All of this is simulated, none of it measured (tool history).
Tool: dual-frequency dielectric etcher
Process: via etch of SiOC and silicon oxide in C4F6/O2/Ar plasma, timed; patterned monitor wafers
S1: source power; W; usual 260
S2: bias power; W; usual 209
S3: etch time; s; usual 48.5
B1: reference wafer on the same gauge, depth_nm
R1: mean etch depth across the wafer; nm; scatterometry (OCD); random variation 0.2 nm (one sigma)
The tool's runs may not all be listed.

{"run": 1, "hour": 0.0, "S1": 260, "S2": 209, "S3": 48.5, "B1": 59.29, "R1": 50.39}
{"run": 2, "hour": 105.0, "S1": 260, "S2": 209, "S3": 48.5, "B1": 59.34, "R1": 50.54}
{"run": 3, "hour": 199.8, "S1": 260, "S2": 234, "S3": 48.5, "B1": 59.31, "R1": 52.71}
{"run": 4, "hour": 258.7, "S1": 260, "S2": 234, "S3": 48.5, "B1": 59.33, "R1": 52.65}
{"run": 5, "hour": 307.2, "S1": 260, "S2": 209, "S3": 48.5, "B1": 59.31, "R1": 50.44}
{"run": 6, "hour": 365.8, "S1": 260, "S2": 209, "S3": 48.5, "B1": 59.29, "R1": 50.26}
{"hour": 411.0, "done": "wet clean of the chamber"}
{"run": 7, "hour": 461.0, "S1": 260, "S2": 209, "S3": 48.5, "B1": 59.28, "R1": 50.13}
{"run": 8, "hour": 559.8, "S1": 260, "S2": 209, "S3": 48.5, "B1": 59.27, "R1": 50.26}
{"run": 9, "hour": 616.2, "S1": 260, "S2": 209, "S3": 48.5, "B1": 59.35, "R1": 50.48}
{"hour": 698.4, "done": "bias power generator calibrated"}
{"run": 10, "hour": 721.4, "S1": 260, "S2": 209, "S3": 48.5, "B1": 59.33, "R1": 50.66}
{"hour": 773.4, "done": "gauge calibrated"}
{"run": 11, "hour": 817.1, "S1": 300, "S2": 180, "S3": 42.5, "B1": 59.36, "R1": 45.19}
{"hour": 879.4, "done": "wet clean of the chamber"}
{"hour": 899.9, "done": "source power generator calibrated"}
{"run": 12, "hour": 902.5, "S1": 260, "S2": 209, "S3": 56.5, "B1": 59.39, "R1": 59.13}
{"run": 13, "hour": 938.5, "S1": 280, "S2": 209, "S3": 55, "B1": 59.31, "R1": 59.24}
{"run": 14, "hour": 980.7, "S1": 260, "S2": 243, "S3": 38.5, "B1": 59.36, "R1": 42.64}

The next listed run, before its measurement:
{"run": 15, "hour": 1075.2, "S1": 230, "S2": 159, "S3": 53.5, "B1": "?", "R1": "?"}

B1: 59.32
R1: 48.02 nm
Without the tool's hidden state the same run would have given R1 48.02 nm.
